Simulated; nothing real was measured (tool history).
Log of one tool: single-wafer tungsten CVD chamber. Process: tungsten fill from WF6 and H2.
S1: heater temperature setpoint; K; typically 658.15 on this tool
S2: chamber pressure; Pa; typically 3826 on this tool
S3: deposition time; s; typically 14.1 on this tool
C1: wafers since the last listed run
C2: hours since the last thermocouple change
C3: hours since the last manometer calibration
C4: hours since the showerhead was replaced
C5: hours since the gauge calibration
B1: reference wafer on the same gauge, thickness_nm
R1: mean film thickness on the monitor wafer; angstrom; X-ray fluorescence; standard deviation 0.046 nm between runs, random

Run 1, day 0: usual settings; C1 0; C2 2426.6; C3 2443.4; C4 2986.1; C5 80.7; B1 30.497. Result: R1 313 angstrom.
Run 2, day 0.438: usual settings; C1 348; C2 2437.1; C3 2453.9; C4 2996.6; C5 91.2; B1 30.494. Result: R1 313.44 angstrom.
Run 3, day 0.729: usual settings; C1 232; C2 2444.1; C3 2460.9; C4 3003.6; C5 98.2; B1 30.502. Result: R1 313.83 angstrom.
Run 4, day 1.321: usual settings but S1 654.15 K; C1 471; C2 2458.3; C3 2475.1; C4 3017.8; C5 112.4; B1 30.503. Result: R1 287.25 angstrom.
Run 5, day 2.008: usual settings; C1 548; C2 2474.8; C3 2491.6; C4 3034.3; C5 128.9; B1 30.5. Result: R1 314.16 angstrom.
Run 6, day 2.571: usual settings; C1 448; C2 2488.3; C3 2505.1; C4 3047.8; C5 142.4; B1 30.503. Result: R1 313.52 angstrom.
Run 7, day 2.85: usual settings; C1 222; C2 2495; C3 2511.8; C4 3054.5; C5 149.1; B1 30.497. Result: R1 313.56 angstrom.
Run 8, day 3.304: usual settings; C1 362; C2 2505.9; C3 2522.7; C4 3065.4; C5 160; B1 30.488. Result: R1 313.79 angstrom.
Run 9, day 3.788: usual settings; C1 385; C2 2517.5; C3 2534.3; C4 3077; C5 171.6; B1 30.509. Result: R1 312.78 angstrom.
Run 10, day 4.312: usual settings; C1 418; C2 2530.1; C3 2546.9; C4 3089.6; C5 184.2; B1 30.499. Result: R1 314.41 angstrom.
Run 11, day 4.7: usual settings; C1 309; C2 2539.4; C3 2556.2; C4 3098.9; C5 193.5; B1 30.505. Result: R1 314.23 angstrom.
Run 12, day 5.312: usual settings; C1 488; C2 2554.1; C3 2570.9; C4 3113.6; C5 208.2; B1 30.507. Result: R1 314.59 angstrom.
At day 5.704: capacitance manometer re-zeroed and calibrated.
Run 13, day 6.029: usual settings; C1 305; C2 2571.3; C3 7.8; C4 3130.8; C5 225.4; B1 30.5. Result: R1 326.02 angstrom.
At day 6.704: showerhead replaced.
Run 14, day 6.725: usual settings; C1 289; C2 2588; C3 24.5; C4 0.5; C5 242.1; B1 30.501. Result: R1 325.11 angstrom.
Run 15, day 6.975: usual settings but S1 654.15 K; C1 199; C2 2594; C3 30.5; C4 6.5; C5 248.1; B1 30.508. Result: R1 298.03 angstrom.
Run 16, day 7.271: usual settings but S1 669.15 K, S2 4373 Pa, S3 11.4 s; C1 235; C2 2601.1; C3 37.6; C4 13.6; C5 255.2; B1 30.495. Result: R1 348.12 angstrom.
Run 17, day 7.567: usual settings but S1 651.15 K; C1 235; C2 2608.2; C3 44.7; C4 20.7; C5 262.3; B1 30.491. Result: R1 279.25 angstrom.
Run 18, day 7.908: usual settings but S1 653.15 K, S2 2880 Pa, S3 12.7 s; C1 272; C2 2616.4; C3 52.9; C4 28.9; C5 270.5; B1 30.501. Result: R1 233.82 angstrom.
Run 19, day 8.454: usual settings but S1 645.15 K, S2 3160 Pa, S3 12.9 s; C1 435; C2 2629.5; C3 66; C4 42; C5 283.6; B1 30.504. Result: R1 205.8 angstrom.
Run 20, day 8.979: usual settings but S1 646.15 K, S2 4613 Pa, S3 15.9 s; C1 418; C2 2642.1; C3 78.6; C4 54.6; C5 296.2; B1 30.503. Result: R1 303.39 angstrom.
Run 21, day 9.454: usual settings but S1 666.15 K, S2 3520 Pa; C1 378; C2 2653.5; C3 90; C4 66; C5 307.6; B1 30.501. Result: R1 370.39 angstrom.
At day 9.892: gauge calibrated.
Run 22, day 10.179: usual settings; C1 578; C2 2670.9; C3 107.4; C4 83.4; C5 6.9; B1 30.496. Result: R1 323.11 angstrom.
Run 23, day 10.508: usual settings; C1 262; C2 2678.8; C3 115.3; C4 91.3; C5 14.8; B1 30.503. Result: R1 324.54 angstrom.
At day 10.938: thermocouple changed; heater temperature recalibrated.
Run 24, day 11.217: usual settings but S2 4306 Pa; C1 299; C2 6.7; C3 132.3; C4 108.3; C5 31.8; B1 30.497. Result: R1 316.78 angstrom.
Run 25, day 13.033: usual settings but S1 665.15 K; C1 1448; C2 50.3; C3 175.9; C4 151.9; C5 75.4; B1 30.502. Result: R1 349.9 angstrom.
Run 26, day 13.683: usual settings; C1 518; C2 65.9; C3 191.5; C4 167.5; C5 91; B1 30.497. Result: R1 301.04 angstrom.
Run 27, day 13.979: usual settings but S1 651.15 K, S3 15.9 s; C1 235; C2 73; C3 198.6; C4 174.6; C5 98.1; B1 30.507. Result: R1 290.18 angstrom.

Predict each of these 3 candidate next runs independently; none follows another, all start after run 27:
Run A, day 13.996: usual settings but S3 13.1 s; C1 13; C2 73.4; C3 199; C4 175; C5 98.5; B1 ?. Result: R1 ?.
Run B, day 13.996: usual settings but S2 4413 Pa, S3 15.8 s; C1 13; C2 73.4; C3 199; C4 175; C5 98.5; B1 ?. Result: R1 ?.
Run C, day 13.996: usual settings but S1 662.15 K, S3 12.5 s; C1 13; C2 73.4; C3 199; C4 175; C5 98.5; B1 ?. Result: R1 ?.

run      B1      R1
  A  30.498  279.95
  B  30.498  358.56
  C  30.498  291.16
Take away the tool's hidden state, keep each run's random variation, and the runs would have read:
run      R1
  A  284.24
  B  364.03
  C  295.59
